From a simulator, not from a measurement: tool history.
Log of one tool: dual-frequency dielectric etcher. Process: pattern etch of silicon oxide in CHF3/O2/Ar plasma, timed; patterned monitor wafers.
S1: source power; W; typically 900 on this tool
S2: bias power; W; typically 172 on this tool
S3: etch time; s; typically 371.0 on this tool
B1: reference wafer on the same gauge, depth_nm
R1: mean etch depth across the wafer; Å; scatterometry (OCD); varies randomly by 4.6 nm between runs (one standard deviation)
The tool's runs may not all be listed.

run,hour,S1,S2,S3,B1,R1
1,0.0,900,172,371.0,819.8,7919
2,63.5,900,172,371.0,819.8,8041
3,107.8,900,172,371.0,820.6,7984
4,165.8,1050,162,371.0,820.0,8102
5,266.7,900,172,371.0,818.7,8034
# hour 303.3: wet clean of the chamber
6,366.2,900,172,371.0,820.5,8297
7,472.1,1050,172,371.0,820.4,8518
8,558.2,1050,172,371.0,820.0,8564
# hour 663.4: wet clean of the chamber, repeated, since the last time left the tool worse
9,663.9,900,172,371.0,819.7,7824
10,688.2,900,172,371.0,820.3,7867
11,771.3,900,172,371.0,820.0,7810
12,814.6,900,172,371.0,820.5,7922
# hour 937.1: upper electrode replaced
13,937.6,750,172,275.0,819.8,5684
14,999.2,1080,130,308.5,819.7,6315
15,1043.0,900,172,311.5,819.8,6661
# hour 1085.0: bias power generator calibrated
# hour 1121.3: source power generator calibrated
# hour 1125.8: gauge calibrated
# hour 1141.2: wet clean of the chamber
16,1142.4,960,202,333.5,820.3,7536
17,1185.7,900,172,371.0,819.6,7756
18,1298.7,1000,172,371.0,819.1,8031
19,1387.3,1000,142,319.0,818.9,6521
20,1462.7,810,213,407.0,820.2,9101
21,1555.0,900,172,371.0,819.6,8003
22,1642.6,980,172,371.0,819.7,8078

4 options for the next run, each taken on its own from the tool as it stands now. Forecast them:
A,1643.1,900,172,371.0,?,?
B,1643.1,790,158,371.0,?,?
C,1643.1,900,145,284.0,?,?
D,1643.1,900,210,276.0,?,?

run,B1,R1
A,819.5,7932
B,819.5,7531
C,819.5,5782
D,819.5,6268
With the hidden condition removed and each run's random variation left untouched, the same runs would have given:
run,R1
A,7768
B,7375
C,5662
D,6139

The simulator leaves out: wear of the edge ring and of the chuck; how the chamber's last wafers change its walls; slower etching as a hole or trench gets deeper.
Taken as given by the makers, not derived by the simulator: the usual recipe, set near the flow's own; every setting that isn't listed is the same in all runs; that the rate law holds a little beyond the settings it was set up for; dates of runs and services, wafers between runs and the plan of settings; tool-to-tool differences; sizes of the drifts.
